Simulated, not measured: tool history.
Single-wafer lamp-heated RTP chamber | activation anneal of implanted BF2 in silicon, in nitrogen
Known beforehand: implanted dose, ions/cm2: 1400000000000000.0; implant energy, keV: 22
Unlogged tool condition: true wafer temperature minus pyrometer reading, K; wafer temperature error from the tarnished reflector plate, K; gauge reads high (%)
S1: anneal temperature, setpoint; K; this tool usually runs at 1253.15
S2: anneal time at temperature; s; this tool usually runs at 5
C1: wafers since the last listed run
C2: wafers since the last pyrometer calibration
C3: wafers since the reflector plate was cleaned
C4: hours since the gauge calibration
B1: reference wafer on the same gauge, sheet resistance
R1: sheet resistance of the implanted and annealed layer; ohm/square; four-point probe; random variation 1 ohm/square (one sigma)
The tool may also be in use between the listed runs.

{"run": 1, "day": 0.0, "S1": 1253.15, "S2": 5, "C1": 0, "C2": 4187, "C3": 1243, "C4": 205.2, "B1": 183.97, "R1": 225.74}
{"run": 2, "day": 1.283, "S1": 1253.15, "S2": 5, "C1": 383, "C2": 4570, "C3": 1627, "C4": 236, "B1": 184.3, "R1": 226.24}
{"run": 3, "day": 2.5, "S1": 1253.15, "S2": 5, "C1": 363, "C2": 4934, "C3": 1991, "C4": 265.2, "B1": 183.91, "R1": 225.61}
{"run": 4, "day": 3.542, "S1": 1253.15, "S2": 5, "C1": 311, "C2": 5246, "C3": 2303, "C4": 290.2, "B1": 184.16, "R1": 227.16}
{"run": 5, "day": 4.121, "S1": 1253.15, "S2": 5, "C1": 173, "C2": 5419, "C3": 2476, "C4": 304.1, "B1": 184.19, "R1": 224.48}
{"run": 6, "day": 4.758, "S1": 1253.15, "S2": 5, "C1": 190, "C2": 5610, "C3": 2667, "C4": 319.4, "B1": 184.21, "R1": 224.37}
{"run": 7, "day": 5.988, "S1": 1253.15, "S2": 5, "C1": 367, "C2": 5977, "C3": 3034, "C4": 348.9, "B1": 184.25, "R1": 223.9}
{"run": 8, "day": 6.808, "S1": 1253.15, "S2": 3, "C1": 245, "C2": 6223, "C3": 3280, "C4": 368.6, "B1": 184.13, "R1": 227.8}
{"day": 7.067, "done": "gauge calibrated"}
{"day": 7.812, "done": "pyrometer window cleaned and pyrometer calibrated"}
{"run": 9, "day": 7.833, "S1": 1253.15, "S2": 5, "C1": 206, "C2": 5, "C3": 3487, "C4": 18.4, "B1": 183.65, "R1": 223.87}
{"run": 10, "day": 8.371, "S1": 1253.15, "S2": 4, "C1": 160, "C2": 166, "C3": 3647, "C4": 31.3, "B1": 183.84, "R1": 222.24}
{"day": 9.325, "done": "reflector plate cleaned"}
{"run": 11, "day": 9.346, "S1": 1274.15, "S2": 7, "C1": 191, "C2": 358, "C3": 6, "C4": 54.7, "B1": 183.73, "R1": 196.68}
{"run": 12, "day": 12.225, "S1": 1231.15, "S2": 7, "C1": 861, "C2": 1219, "C3": 867, "C4": 123.8, "B1": 183.97, "R1": 255.34}
{"run": 13, "day": 12.771, "S1": 1272.15, "S2": 3, "C1": 163, "C2": 1382, "C3": 1030, "C4": 136.9, "B1": 183.97, "R1": 211.85}
{"run": 14, "day": 13.358, "S1": 1253.15, "S2": 7, "C1": 175, "C2": 1558, "C3": 1206, "C4": 151, "B1": 184.04, "R1": 220.78}

Predict each of these 5 candidate next runs independently; none follows another, all start after run 14:
{"run": "A", "day": 13.375, "S1": 1253.15, "S2": 8, "C1": 4, "C2": 1563, "C3": 1211, "C4": 151.4, "B1": "?", "R1": "?"}
{"run": "B", "day": 13.375, "S1": 1253.15, "S2": 6, "C1": 4, "C2": 1563, "C3": 1211, "C4": 151.4, "B1": "?", "R1": "?"}
{"run": "C", "day": 13.375, "S1": 1243.15, "S2": 7, "C1": 4, "C2": 1563, "C3": 1211, "C4": 151.4, "B1": "?", "R1": "?"}
{"run": "D", "day": 13.375, "S1": 1266.15, "S2": 3, "C1": 4, "C2": 1563, "C3": 1211, "C4": 151.4, "B1": "?", "R1": "?"}
{"run": "E", "day": 13.375, "S1": 1228.15, "S2": 3, "C1": 4, "C2": 1563, "C3": 1211, "C4": 151.4, "B1": "?", "R1": "?"}

run=A B1=183.86 R1=219.43
run=B B1=183.86 R1=223.51
run=C B1=183.86 R1=235.24
run=D B1=183.86 R1=215.9
run=E B1=183.86 R1=262.83
Stripped of hidden state, with their random variation kept, the same runs would have yielded:
run=A R1=220.7
run=B R1=224.72
run=C R1=236.54
run=D R1=216.88
run=E R1=264.12
